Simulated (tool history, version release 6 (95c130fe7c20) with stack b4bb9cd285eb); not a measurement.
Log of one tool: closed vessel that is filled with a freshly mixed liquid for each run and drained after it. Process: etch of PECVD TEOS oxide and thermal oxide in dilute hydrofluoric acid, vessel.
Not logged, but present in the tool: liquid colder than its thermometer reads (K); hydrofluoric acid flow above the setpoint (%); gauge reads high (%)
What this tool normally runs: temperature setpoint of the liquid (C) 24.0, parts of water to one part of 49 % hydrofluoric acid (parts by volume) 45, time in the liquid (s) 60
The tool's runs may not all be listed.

run    hour  temperature setpoint of the liquid (C)  parts of water to one part of 49 % hydrofluoric acid (parts by volume)  time in the liquid (s)  wafers since the last listed run  hours since the thermometer was replaced  hours since the hydrofluoric acid flow meter was replaced  hours since the gauge calibration  read-back film thickness of the PECVD TEOS oxide reference wafer, read on the same gauge (nm)  read-back film thickness of the thermal oxide reference wafer, read on the same gauge (nm)  thickness taken off the PECVD TEOS oxide on a monitor wafer (nm)  thickness taken off the thermal oxide on a monitor wafer (nm)
  1     0.0                                    25.5                                                                      55                      60                                 0                                    1237.5                                                     1088.9                             1163.6                                                                                          30.04                                                                                      130.02                                                             10.47                                                           6.08
  2    57.0                                    24.0                                                                      45                      35                              5594                                    1294.5                                                     1145.9                             1220.6                                                                                          30.03                                                                                      130.04                                                              7.04                                                           4.21
  3    83.3                                    24.0                                                                      45                      60                              2581                                    1320.8                                                     1172.2                             1246.9                                                                                          30.02                                                                                      130.01                                                             12.20                                                           7.11
  4   127.2                                    24.0                                                                      45                      60                              4308                                    1364.7                                                     1216.1                             1290.8                                                                                          30.00                                                                                      130.00                                                             12.17                                                           7.08
  5   167.7                                    24.0                                                                      45                      60                              3975                                    1405.2                                                     1256.6                             1331.3                                                                                          29.97                                                                                      130.01                                                             12.15                                                           7.15
  6   216.6                                    24.0                                                                      45                      60                              4799                                    1454.1                                                     1305.5                             1380.2                                                                                          30.01                                                                                      129.99                                                             12.18                                                           7.26
  7   267.7                                    24.0                                                                      45                      60                              5015                                    1505.2                                                     1356.6                             1431.3                                                                                          30.01                                                                                      129.98                                                             12.09                                                           7.09
  8   291.8                                    24.0                                                                      45                      60                              2365                                    1529.3                                                     1380.7                             1455.4                                                                                          30.01                                                                                      130.01                                                             12.28                                                           7.22
      293.2  -- thermometer replaced
      465.4  -- gauge calibrated
  9   472.0                                    24.0                                                                      45                      70                             17588                                     178.8                                                     1560.9                                6.6                                                                                          30.01                                                                                      130.01                                                             14.63                                                           8.47
 10   530.8                                    24.0                                                                      30                      35                              5771                                     237.6                                                     1619.7                               65.4                                                                                          30.04                                                                                      130.00                                                             11.29                                                           6.51
 11   583.0                                    24.0                                                                      30                      35                              5123                                     289.8                                                     1671.9                              117.6                                                                                          29.99                                                                                      130.00                                                             11.08                                                           6.53
 12   608.6                                    24.0                                                                      60                      40                              2512                                     315.4                                                     1697.5                              143.2                                                                                          29.99                                                                                      130.00                                                              6.13                                                           3.55
 13   664.9                                    21.5                                                                      35                      50                              5525                                     371.7                                                     1753.8                              199.5                                                                                          30.03                                                                                      130.00                                                             12.35                                                           7.16
 14   730.1                                    19.5                                                                      35                      30                              6399                                     436.9                                                     1819.0                              264.7                                                                                          29.99                                                                                      130.02                                                              6.70                                                           3.95
 15   754.8                                    24.0                                                                      45                      30                              2424                                     461.6                                                     1843.7                              289.4                                                                                          30.01                                                                                      130.00                                                              6.34                                                           3.68
      783.1  -- hydrofluoric acid flow meter replaced
 16   784.2                                    19.0                                                                      25                      80                              2787                                     491.0                                                        1.1                              318.8                                                                                          30.01                                                                                      129.99                                                             26.44                                                          15.32
 17   833.1                                    21.5                                                                      45                      85                              4799                                     539.9                                                       50.0                              367.7                                                                                          29.98                                                                                      129.99                                                             17.14                                                           9.87
 18   873.4                                    24.0                                                                      25                      90                              3955                                     580.2                                                       90.3                              408.0                                                                                          30.01                                                                                      129.97                                                             36.85                                                          21.52
 19   910.5                                    27.0                                                                      60                      70                              3641                                     617.3                                                      127.4                              445.1                                                                                          30.03                                                                                      130.00                                                             13.03                                                           7.61
 20   955.5                                    27.0                                                                      35                      60                              4416                                     662.3                                                      172.4                              490.1                                                                                          29.95                                                                                      130.02                                                             19.83                                                          11.48
 21   983.0                                    24.0                                                                      40                      60                              2699                                     689.8                                                      199.9                              517.6                                                                                          30.03                                                                                      129.99                                                             15.23                                                           8.86
     1009.6  -- hydrofluoric acid flow meter replaced, repeated, since the last time left the tool worse
 22  1029.9                                    24.0                                                                      60                      40                              4505                                     736.7                                                       20.3                              564.5                                                                                          30.00                                                                                      130.02                                                              5.65                                                           3.30
 23  1082.6                                    24.0                                                                      30                      35                              5172                                     789.4                                                       73.0                              617.2                                                                                          30.00                                                                                      129.98                                                             10.14                                                           5.98
 24  1128.6                                    24.0                                                                      45                      60                              4514                                     835.4                                                      119.0                              663.2                                                                                          29.97                                                                                      129.98                                                             11.43                                                           6.82
 25  1189.4                                    28.5                                                                      65                      60                              5967                                     896.2                                                      179.8                              724.0                                                                                          30.03                                                                                      129.99                                                              9.24                                                           5.46
 26  1232.4                                    19.5                                                                      45                      80                              4220                                     939.2                                                      222.8                              767.0                                                                                          29.98                                                                                      130.00                                                             12.86                                                           7.52
 27  1262.6                                    21.0                                                                      45                      60                              2964                                     969.4                                                      253.0                              797.2                                                                                          29.98                                                                                      130.01                                                             10.22                                                           6.03

What was the tool's hidden state at every run in the log?
liquid colder than its thermometer reads (K): 0, the same for each run
gauge reads high (%): 0, the same for each run
H1: hydrofluoric acid flow above the setpoint (%)
run     H1
  1   5.53
  2   5.77
  3   5.89
  4   6.07
  5   6.25
  6   6.46
  7   6.67
  8   6.78
  9   7.55
 10    7.8
 11   8.02
 12   8.13
 13   8.37
 14   8.65
 15   8.75
 16   14.7
 17   14.9
 18     15
 19   15.2
 20   15.4
 21   15.5
 22  0.149
 23  0.374
 24   0.57
 25   0.83
 26   1.01
 27   1.14
